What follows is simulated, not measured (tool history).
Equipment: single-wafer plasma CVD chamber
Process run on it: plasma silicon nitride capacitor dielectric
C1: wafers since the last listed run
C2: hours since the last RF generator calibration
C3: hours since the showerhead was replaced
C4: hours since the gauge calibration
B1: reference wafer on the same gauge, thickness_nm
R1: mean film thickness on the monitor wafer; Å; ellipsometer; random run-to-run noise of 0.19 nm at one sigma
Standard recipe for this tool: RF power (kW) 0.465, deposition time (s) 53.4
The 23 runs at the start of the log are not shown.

{"run": 24, "hour": 1136.9, "RF power (kW)": 0.5, "deposition time (s)": 57.7, "C1": 803, "C2": 554.4, "C3": 6921.3, "C4": 244.3, "B1": 76.395, "R1": 909.96}
{"run": 25, "hour": 1180.5, "RF power (kW)": 0.52, "deposition time (s)": 62.3, "C1": 975, "C2": 598.0, "C3": 6964.9, "C4": 287.9, "B1": 76.385, "R1": 995.42}
{"run": 26, "hour": 1210.9, "RF power (kW)": 0.38, "deposition time (s)": 48.9, "C1": 680, "C2": 628.4, "C3": 6995.3, "C4": 318.3, "B1": 76.433, "R1": 713.93}
{"hour": 1249.7, "done": "showerhead replaced"}
{"run": 27, "hour": 1273.7, "RF power (kW)": 0.465, "deposition time (s)": 53.4, "C1": 1226, "C2": 691.2, "C3": 24.0, "C4": 381.1, "B1": 76.416, "R1": 822.84}
{"run": 28, "hour": 1309.1, "RF power (kW)": 0.555, "deposition time (s)": 62.2, "C1": 792, "C2": 726.6, "C3": 59.4, "C4": 416.5, "B1": 76.399, "R1": 1009.76}
{"run": 29, "hour": 1367.3, "RF power (kW)": 0.435, "deposition time (s)": 63.4, "C1": 1302, "C2": 784.8, "C3": 117.6, "C4": 474.7, "B1": 76.425, "R1": 959.3}
{"run": 30, "hour": 1421.1, "RF power (kW)": 0.41, "deposition time (s)": 61.6, "C1": 1204, "C2": 838.6, "C3": 171.4, "C4": 528.5, "B1": 76.392, "R1": 915.42}
{"run": 31, "hour": 1449.7, "RF power (kW)": 0.465, "deposition time (s)": 53.4, "C1": 640, "C2": 867.2, "C3": 200.0, "C4": 557.1, "B1": 76.38, "R1": 823.81}
{"run": 32, "hour": 1496.6, "RF power (kW)": 0.465, "deposition time (s)": 56.3, "C1": 1049, "C2": 914.1, "C3": 246.9, "C4": 604.0, "B1": 76.417, "R1": 868.4}
{"run": 33, "hour": 1562.4, "RF power (kW)": 0.465, "deposition time (s)": 53.4, "C1": 1472, "C2": 979.9, "C3": 312.7, "C4": 669.8, "B1": 76.392, "R1": 822.26}
{"run": 34, "hour": 1596.2, "RF power (kW)": 0.55, "deposition time (s)": 61.0, "C1": 756, "C2": 1013.7, "C3": 346.5, "C4": 703.6, "B1": 76.405, "R1": 984.81}
{"run": 35, "hour": 1633.7, "RF power (kW)": 0.465, "deposition time (s)": 53.4, "C1": 839, "C2": 1051.2, "C3": 384.0, "C4": 741.1, "B1": 76.363, "R1": 819.35}
{"hour": 1689.8, "done": "RF generator calibrated"}
{"run": 36, "hour": 1690.3, "RF power (kW)": 0.395, "deposition time (s)": 63.7, "C1": 1087, "C2": 0.5, "C3": 440.6, "C4": 797.7, "B1": 76.416, "R1": 945.66}

Alternative continuations, all from the tool just after run 36; predict every row:
{"run": "A", "hour": 1690.7, "RF power (kW)": 0.465, "deposition time (s)": 53.4, "C1": 8, "C2": 0.9, "C3": 441.0, "C4": 798.1, "B1": "?", "R1": "?"}
{"run": "B", "hour": 1690.7, "RF power (kW)": 0.535, "deposition time (s)": 56.3, "C1": 8, "C2": 0.9, "C3": 441.0, "C4": 798.1, "B1": "?", "R1": "?"}
{"run": "C", "hour": 1690.7, "RF power (kW)": 0.545, "deposition time (s)": 56.5, "C1": 8, "C2": 0.9, "C3": 441.0, "C4": 798.1, "B1": "?", "R1": "?"}
{"run": "D", "hour": 1690.7, "RF power (kW)": 0.4, "deposition time (s)": 53.4, "C1": 8, "C2": 0.9, "C3": 441.0, "C4": 798.1, "B1": "?", "R1": "?"}
{"run": "E", "hour": 1690.7, "RF power (kW)": 0.425, "deposition time (s)": 53.4, "C1": 8, "C2": 0.9, "C3": 441.0, "C4": 798.1, "B1": "?", "R1": "?"}

run=A B1=76.404 R1=830.39
run=B B1=76.404 R1=912.19
run=C B1=76.404 R1=920.42
run=D B1=76.404 R1=794.70
run=E B1=76.404 R1=808.86
With no hidden state in the tool, these same runs would have given:
run=A R1=830.55
run=B R1=912.37
run=C R1=920.60
run=D R1=794.85
run=E R1=809.02
